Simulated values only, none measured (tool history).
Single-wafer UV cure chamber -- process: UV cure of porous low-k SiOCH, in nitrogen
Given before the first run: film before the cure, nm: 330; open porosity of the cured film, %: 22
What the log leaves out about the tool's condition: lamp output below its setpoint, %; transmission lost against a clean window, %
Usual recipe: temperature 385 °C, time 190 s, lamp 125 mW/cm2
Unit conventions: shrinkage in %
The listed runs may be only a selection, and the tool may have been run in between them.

run     day  temperature  time  lamp  wafers since the last listed run  hours since the UV bulbs were replaced  wafers since the quartz window was cleaned  shrinkage
  1       0          385   190   125                                 0                                  1363.6                                        1857     12.447
  2   0.646          385   190   125                                60                                  1379.1                                        1918     12.445
  3   1.704          400   190   125                                99                                  1404.5                                        2018      12.77
  4     3.2          385   190   103                               140                                  1440.4                                        2158     11.164
  5   4.138          385   190   103                                88                                  1462.9                                        2247      11.08
  6   5.129          385   190   103                                93                                  1486.7                                        2340     11.092
  7    5.75          385   190   125                                58                                  1501.6                                        2398      12.23
  8   6.462          385   190   125                                67                                  1518.7                                        2465      12.14
  9   9.279          385   190   125                               264                                  1586.3                                        2730     11.857
 10  10.012          385   190   125                                68                                  1603.9                                        2799     11.887
 11  10.688          385   190   125                                63                                  1620.1                                        2863     11.747
     11.229  -- quartz window cleaned
     11.496  -- UV bulbs replaced
 12  11.596          385   190   125                                28                                     2.4                                           9     12.858
 13   14.35          385   190   125                               259                                    68.5                                         268     12.723
 14  15.283          397   260   125                                87                                    90.9                                         356     14.624
 15  16.412          401   250   154                               106                                     118                                         462     15.424
 16  17.204          385   190   125                                74                                     137                                         536      12.58
 17  17.962          371   290    87                                71                                   155.2                                         608     12.736
 18  18.725          391   120   104                                71                                   173.5                                         679      9.656
 19  19.842          385   230   163                               105                                   200.3                                         784     14.789

Predict the results of run 20:
 20  20.846          379   265   151                                94                                   224.4                                         879          ?

shrinkage: 15.108 %
Minus the tool's unlogged condition, the same run would have read shrinkage 15.376 %.

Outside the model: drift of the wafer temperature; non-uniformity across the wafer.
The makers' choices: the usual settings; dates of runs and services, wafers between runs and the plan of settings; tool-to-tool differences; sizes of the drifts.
